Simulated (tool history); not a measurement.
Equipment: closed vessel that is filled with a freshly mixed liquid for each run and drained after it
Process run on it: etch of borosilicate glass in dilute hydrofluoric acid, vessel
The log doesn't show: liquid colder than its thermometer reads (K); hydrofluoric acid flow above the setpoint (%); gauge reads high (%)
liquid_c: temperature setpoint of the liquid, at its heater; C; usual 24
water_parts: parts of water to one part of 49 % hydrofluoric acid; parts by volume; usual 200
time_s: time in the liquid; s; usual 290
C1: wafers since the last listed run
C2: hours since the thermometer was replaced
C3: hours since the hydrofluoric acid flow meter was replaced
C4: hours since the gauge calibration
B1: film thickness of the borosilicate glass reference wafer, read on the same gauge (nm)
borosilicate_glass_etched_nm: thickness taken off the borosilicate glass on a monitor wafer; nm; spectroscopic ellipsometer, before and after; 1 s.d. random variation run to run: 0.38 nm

{"run": 1, "day": 0.0, "liquid_c": 24, "water_parts": 200, "time_s": 395, "C1": 0, "C2": 564.3, "C3": 1043, "C4": 857.4, "B1": 90.02, "borosilicate_glass_etched_nm": 54}
{"run": 2, "day": 3.796, "liquid_c": 24, "water_parts": 200, "time_s": 395, "C1": 9110, "C2": 655.4, "C3": 1134.1, "C4": 948.5, "B1": 90.01, "borosilicate_glass_etched_nm": 53.71}
{"run": 3, "day": 7.754, "liquid_c": 26, "water_parts": 200, "time_s": 290, "C1": 9500, "C2": 750.4, "C3": 1229.1, "C4": 1043.5, "B1": 90.02, "borosilicate_glass_etched_nm": 42.33}
{"day": 9.317, "done": "gauge calibrated"}
{"run": 4, "day": 19.317, "liquid_c": 26, "water_parts": 200, "time_s": 290, "C1": 27752, "C2": 1027.9, "C3": 1506.6, "C4": 240, "B1": 89.96, "borosilicate_glass_etched_nm": 42.61}
{"run": 5, "day": 20.883, "liquid_c": 26, "water_parts": 200, "time_s": 290, "C1": 3760, "C2": 1065.5, "C3": 1544.2, "C4": 277.6, "B1": 90.02, "borosilicate_glass_etched_nm": 41.34}
{"run": 6, "day": 25.1, "liquid_c": 24, "water_parts": 200, "time_s": 290, "C1": 10121, "C2": 1166.7, "C3": 1645.4, "C4": 378.8, "B1": 90.02, "borosilicate_glass_etched_nm": 38.71}
{"run": 7, "day": 28.217, "liquid_c": 24, "water_parts": 200, "time_s": 290, "C1": 7480, "C2": 1241.5, "C3": 1720.2, "C4": 453.6, "B1": 89.98, "borosilicate_glass_etched_nm": 39.15}
{"run": 8, "day": 30.529, "liquid_c": 24, "water_parts": 160, "time_s": 290, "C1": 5550, "C2": 1297, "C3": 1775.7, "C4": 509.1, "B1": 90.02, "borosilicate_glass_etched_nm": 51.88}
{"day": 34.162, "done": "hydrofluoric acid flow meter replaced"}
{"run": 9, "day": 34.675, "liquid_c": 24, "water_parts": 120, "time_s": 400, "C1": 9850, "C2": 1396.5, "C3": 12.3, "C4": 608.6, "B1": 89.99, "borosilicate_glass_etched_nm": 99.51}
{"run": 10, "day": 37.558, "liquid_c": 24, "water_parts": 120, "time_s": 400, "C1": 6920, "C2": 1465.7, "C3": 81.5, "C4": 677.8, "B1": 89.98, "borosilicate_glass_etched_nm": 98.98}
{"day": 39.379, "done": "thermometer replaced"}
{"run": 11, "day": 39.654, "liquid_c": 24, "water_parts": 120, "time_s": 400, "C1": 4930, "C2": 6.6, "C3": 131.8, "C4": 728.1, "B1": 89.97, "borosilicate_glass_etched_nm": 99.54}
{"run": 12, "day": 43.638, "liquid_c": 24, "water_parts": 200, "time_s": 205, "C1": 9560, "C2": 102.2, "C3": 227.4, "C4": 823.7, "B1": 89.98, "borosilicate_glass_etched_nm": 27.44}
{"run": 13, "day": 46.675, "liquid_c": 27.5, "water_parts": 200, "time_s": 290, "C1": 7290, "C2": 175.1, "C3": 300.3, "C4": 896.6, "B1": 89.95, "borosilicate_glass_etched_nm": 45.31}
{"run": 14, "day": 49.167, "liquid_c": 22.5, "water_parts": 120, "time_s": 340, "C1": 5980, "C2": 234.9, "C3": 360.1, "C4": 956.4, "B1": 90.01, "borosilicate_glass_etched_nm": 78.54}
{"run": 15, "day": 52.479, "liquid_c": 24, "water_parts": 200, "time_s": 290, "C1": 7950, "C2": 314.4, "C3": 439.6, "C4": 1035.9, "B1": 90.01, "borosilicate_glass_etched_nm": 39.08}
{"run": 16, "day": 55.258, "liquid_c": 19.5, "water_parts": 170, "time_s": 445, "C1": 6670, "C2": 381.1, "C3": 506.3, "C4": 1102.6, "B1": 89.99, "borosilicate_glass_etched_nm": 61.54}
{"run": 17, "day": 58.425, "liquid_c": 24, "water_parts": 280, "time_s": 165, "C1": 7600, "C2": 457.1, "C3": 582.3, "C4": 1178.6, "B1": 89.98, "borosilicate_glass_etched_nm": 14.42}
{"day": 64.908, "done": "gauge calibrated"}
{"run": 18, "day": 66.021, "liquid_c": 24, "water_parts": 200, "time_s": 290, "C1": 18231, "C2": 639.4, "C3": 764.6, "C4": 26.7, "B1": 89.99, "borosilicate_glass_etched_nm": 39.3}
{"run": 19, "day": 67.646, "liquid_c": 24, "water_parts": 200, "time_s": 135, "C1": 3900, "C2": 678.4, "C3": 803.6, "C4": 65.7, "B1": 90.04, "borosilicate_glass_etched_nm": 17.99}
{"run": 20, "day": 70.083, "liquid_c": 22, "water_parts": 250, "time_s": 290, "C1": 5850, "C2": 736.9, "C3": 862.1, "C4": 124.2, "B1": 90.03, "borosilicate_glass_etched_nm": 27.93}
{"run": 21, "day": 73.967, "liquid_c": 21.5, "water_parts": 200, "time_s": 290, "C1": 9320, "C2": 830.1, "C3": 955.3, "C4": 217.4, "B1": 90.03, "borosilicate_glass_etched_nm": 35.5}
{"run": 22, "day": 77.571, "liquid_c": 21, "water_parts": 295, "time_s": 290, "C1": 8650, "C2": 916.6, "C3": 1041.8, "C4": 303.9, "B1": 90, "borosilicate_glass_etched_nm": 21.62}
{"run": 23, "day": 80.112, "liquid_c": 24, "water_parts": 200, "time_s": 290, "C1": 6100, "C2": 977.6, "C3": 1102.8, "C4": 364.9, "B1": 90.01, "borosilicate_glass_etched_nm": 39.24}
{"run": 24, "day": 84.554, "liquid_c": 27, "water_parts": 270, "time_s": 155, "C1": 10661, "C2": 1084.2, "C3": 1209.4, "C4": 471.5, "B1": 90.03, "borosilicate_glass_etched_nm": 16.09}
{"run": 25, "day": 87.271, "liquid_c": 28, "water_parts": 200, "time_s": 290, "C1": 6520, "C2": 1149.4, "C3": 1274.6, "C4": 536.7, "B1": 90.03, "borosilicate_glass_etched_nm": 44.85}
{"run": 26, "day": 90.779, "liquid_c": 20, "water_parts": 135, "time_s": 455, "C1": 8420, "C2": 1233.6, "C3": 1358.8, "C4": 620.9, "B1": 89.97, "borosilicate_glass_etched_nm": 83.31}
{"run": 27, "day": 95.142, "liquid_c": 22, "water_parts": 155, "time_s": 400, "C1": 10471, "C2": 1338.3, "C3": 1463.5, "C4": 725.6, "B1": 90.01, "borosilicate_glass_etched_nm": 68.12}

Predict each of these 4 candidate next runs independently; none follows another, all start after run 27:
{"run": "A", "day": 95.171, "liquid_c": 25.5, "water_parts": 200, "time_s": 290, "C1": 70, "C2": 1339, "C3": 1464.2, "C4": 726.3, "B1": "?", "borosilicate_glass_etched_nm": "?"}
{"run": "B", "day": 95.171, "liquid_c": 20, "water_parts": 100, "time_s": 210, "C1": 70, "C2": 1339, "C3": 1464.2, "C4": 726.3, "B1": "?", "borosilicate_glass_etched_nm": "?"}
{"run": "C", "day": 95.171, "liquid_c": 24, "water_parts": 290, "time_s": 385, "C1": 70, "C2": 1339, "C3": 1464.2, "C4": 726.3, "B1": "?", "borosilicate_glass_etched_nm": "?"}
{"run": "D", "day": 95.171, "liquid_c": 20.5, "water_parts": 150, "time_s": 230, "C1": 70, "C2": 1339, "C3": 1464.2, "C4": 726.3, "B1": "?", "borosilicate_glass_etched_nm": "?"}

run=A B1=90.01 borosilicate_glass_etched_nm=40.62
run=B B1=90.01 borosilicate_glass_etched_nm=53.14
run=C B1=90.01 borosilicate_glass_etched_nm=32.1
run=D B1=90.01 borosilicate_glass_etched_nm=37.5
Without the tool's hidden state the same runs would have given:
run=A borosilicate_glass_etched_nm=40.62
run=B borosilicate_glass_etched_nm=53.14
run=C borosilicate_glass_etched_nm=32.1
run=D borosilicate_glass_etched_nm=37.5
